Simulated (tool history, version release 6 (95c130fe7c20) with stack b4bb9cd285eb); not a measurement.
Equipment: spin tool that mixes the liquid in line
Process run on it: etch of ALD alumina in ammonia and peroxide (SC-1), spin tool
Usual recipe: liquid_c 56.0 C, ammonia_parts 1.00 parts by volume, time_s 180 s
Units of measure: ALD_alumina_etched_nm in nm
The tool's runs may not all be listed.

run,day,liquid_c,ammonia_parts,time_s,wafers since the last listed run,hours since the thermometer was replaced,hours since the ammonia flow meter was replaced,hours since the heated supply line was repaired,hours since the drum of ammonia solution was connected,hours since the gauge calibration,"read-back film thickness of the ALD alumina reference wafer, read on the same gauge (nm)",ALD_alumina_etched_nm
1,0.000,54.0,1.00,180,0,627.8,413.7,400.7,406.2,235.7,90.01,11.11
2,1.188,54.0,1.00,180,233,656.3,442.2,429.2,434.7,264.2,89.99,11.11
3,2.333,56.0,1.00,225,224,683.8,469.7,456.7,462.2,291.7,89.99,15.51
4,3.550,56.0,1.00,180,238,713.0,498.9,485.9,491.4,320.9,89.98,12.25
5,7.512,56.0,1.00,180,777,808.1,594.0,581.0,586.5,416.0,89.97,12.20
# day 7.812: gauge calibrated
6,8.967,56.0,1.00,180,285,843.0,628.9,615.9,621.4,27.7,89.99,12.12
# day 9.117: new drum of ammonia solution connected
# day 9.146: thermometer replaced
7,9.808,56.0,1.00,180,151,15.9,649.1,636.1,16.6,47.9,89.99,13.67
# day 10.792: heated supply line repaired
8,11.246,56.0,1.00,180,273,50.4,683.6,10.9,51.1,82.4,90.04,13.64
9,12.075,56.0,1.00,180,162,70.3,703.5,30.8,71.0,102.3,89.97,13.49
10,12.921,56.0,1.00,180,165,90.6,723.8,51.1,91.3,122.6,90.01,13.39
11,13.621,56.0,1.00,255,137,107.4,740.6,67.9,108.1,139.4,90.01,18.99
12,14.717,56.0,1.00,180,215,133.7,766.9,94.2,134.4,165.7,89.98,13.37
13,16.062,56.0,1.00,235,264,166.0,799.2,126.5,166.7,198.0,89.99,17.37
14,17.100,56.0,1.00,135,203,190.9,824.1,151.4,191.6,222.9,89.99,10.04
15,18.246,56.0,1.00,180,224,218.4,851.6,178.9,219.1,250.4,90.02,13.31
# day 18.821: ammonia flow meter replaced
16,19.221,52.5,0.75,130,183,241.8,9.6,202.3,242.5,273.8,89.98,7.70
17,20.254,56.0,0.75,180,202,266.6,34.4,227.1,267.3,298.6,89.95,12.70
18,20.929,51.0,1.00,140,132,282.8,50.6,243.3,283.5,314.8,90.02,7.76
19,21.546,63.0,1.00,180,121,297.6,65.4,258.1,298.3,329.6,89.99,18.69
# day 21.829: gauge calibrated
20,22.804,50.5,1.20,180,246,327.8,95.6,288.3,328.5,23.4,89.99,9.81
21,23.538,56.0,1.00,235,143,345.4,113.2,305.9,346.1,41.0,89.99,16.94
22,24.275,56.0,1.00,105,144,363.1,130.9,323.6,363.8,58.7,89.96,7.58

What if the next run were any one of these 3? Each begins from the tool's condition after run 22:
A,24.296,56.0,1.00,180,4,363.6,131.4,324.1,364.3,59.2,?,?
B,24.296,59.0,1.20,180,4,363.6,131.4,324.1,364.3,59.2,?,?
C,24.296,63.0,0.80,240,4,363.6,131.4,324.1,364.3,59.2,?,?

run,"read-back film thickness of the ALD alumina reference wafer, read on the same gauge (nm)",ALD_alumina_etched_nm
A,89.97,12.94
B,89.97,15.42
C,89.97,24.30
What these runs would have given with no unlogged condition in the tool:
run,ALD_alumina_etched_nm
A,13.71
B,16.31
C,25.66
